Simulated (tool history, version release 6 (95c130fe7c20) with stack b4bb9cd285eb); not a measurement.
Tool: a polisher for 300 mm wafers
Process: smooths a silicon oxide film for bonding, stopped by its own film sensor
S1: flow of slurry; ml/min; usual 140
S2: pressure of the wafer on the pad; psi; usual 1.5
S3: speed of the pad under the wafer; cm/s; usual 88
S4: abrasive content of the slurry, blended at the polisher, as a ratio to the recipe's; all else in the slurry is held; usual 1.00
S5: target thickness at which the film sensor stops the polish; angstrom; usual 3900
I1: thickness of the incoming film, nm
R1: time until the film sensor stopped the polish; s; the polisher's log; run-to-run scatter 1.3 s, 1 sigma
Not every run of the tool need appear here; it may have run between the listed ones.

Run 1, hour 0.0: usual settings; I1 416.7. Result: R1 72.6 s.
Run 2, hour 68.0: usual settings; I1 417.7. Result: R1 78.3 s.
Run 3, hour 92.0: usual settings; I1 422.8. Result: R1 90.6 s.
At hour 104.0: slurry nozzle cleaned.
Run 4, hour 120.7: usual settings but S1 150 ml/min; I1 422.3. Result: R1 90.2 s.
At hour 176.4: worn pad replaced by a new one.
Run 5, hour 190.0: usual settings but S3 70 cm/s; I1 415.7. Result: R1 89.3 s.
Run 6, hour 244.8: usual settings but S3 70 cm/s; I1 417.9. Result: R1 104.0 s.
Run 7, hour 274.3: usual settings; I1 419.3. Result: R1 96.8 s.
At hour 300.6: slurry blender recalibrated.
Run 8, hour 324.5: usual settings but S1 170 ml/min; I1 426.9. Result: R1 98.5 s.
Run 9, hour 365.0: usual settings but S1 170 ml/min, S3 104 cm/s; I1 415.4. Result: R1 60.9 s.
Run 10, hour 423.3: usual settings but S3 72 cm/s; I1 419.8. Result: R1 102.6 s.
At hour 477.0: worn pad replaced by a new one.
Run 11, hour 478.5: usual settings but S3 72 cm/s; I1 422.0. Result: R1 110.7 s.
Run 12, hour 519.4: usual settings but S3 76 cm/s, S5 3970 angstrom; I1 419.9. Result: R1 78.5 s.
At hour 528.2: slurry nozzle cleaned.
Run 13, hour 577.1: usual settings but S3 76 cm/s, S5 3970 angstrom; I1 418.2. Result: R1 76.2 s.
Run 14, hour 617.2: usual settings but S1 120 ml/min, S4 1.10; I1 416.3. Result: R1 83.6 s.
At hour 662.9: slurry blender recalibrated.
Run 15, hour 675.3: usual settings but S3 104 cm/s; I1 419.1. Result: R1 73.8 s.
At hour 701.4: worn pad replaced by a new one.
At hour 727.7: head pressure recalibrated.
Run 16, hour 790.5: usual settings but S2 2.0 psi, S4 0.75, S5 3930 angstrom; I1 418.0. Result: R1 67.5 s.
Run 17, hour 843.5: usual settings; I1 416.0. Result: R1 72.2 s.
At hour 911.0: slurry nozzle cleaned.
Run 18, hour 914.2: usual settings but S3 64 cm/s, S5 3860 angstrom; I1 423.7. Result: R1 142.0 s.
At hour 948.5: worn pad replaced by a new one.
At hour 959.7: slurry blender recalibrated.
Run 19, hour 960.2: usual settings but S2 1.9 psi, S3 76 cm/s, S5 3980 angstrom; I1 414.2. Result: R1 38.7 s.
Run 20, hour 984.9: usual settings; I1 421.4. Result: R1 84.6 s.
Run 21, hour 1012.2: usual settings but S2 1.7 psi, S3 96 cm/s, S4 0.90; I1 424.6. Result: R1 84.7 s.
Run 22, hour 1080.8: usual settings but S3 60 cm/s, S5 3980 angstrom; I1 418.4. Result: R1 76.3 s.
Run 23, hour 1140.9: usual settings but S2 1.9 psi, S4 1.25; I1 411.5. Result: R1 44.1 s.
Run 24, hour 1190.9: usual settings but S1 165 ml/min, S4 1.25, S5 3850 angstrom; I1 427.9. Result: R1 106.3 s.
At hour 1245.5: worn pad replaced by a new one.
Run 25, hour 1261.7: usual settings; I1 416.0. Result: R1 82.0 s.
Run 26, hour 1308.9: usual settings but S2 1.8 psi; I1 420.0. Result: R1 88.6 s.

What the log doesn't show, run by run:
removal rate lost through wear of the pad, %: 0, the same for each run
slurry flow missing at the pad, %: 0, the same for each run
H1: deviation of the head's pressure from its setpoint, %
H2: abrasive missing from the slurry, %
run      H1     H2
  1   -5.55  0.437
  2   -6.13    2.4
  3   -6.33   3.54
  4   -6.57   5.21
  5   -7.16   10.6
  6   -7.63   16.3
  7   -7.88   19.8
  8    -8.3   1.09
  9   -8.65   1.82
 10   -9.14   4.03
 11   -9.61   7.41
 12   -9.95   10.7
 13   -10.4   16.5
 14   -10.8   21.4
 15   -11.3   3.01
 16  -0.192   6.29
 17  -0.641   9.61
 18   -1.24   15.8
 19   -1.63    1.4
 20   -1.84   1.53
 21   -2.07   1.96
 22   -2.65   4.38
 23   -3.16   8.08
 24   -3.58   12.3
 25   -4.19   19.9
 26   -4.59   26.2
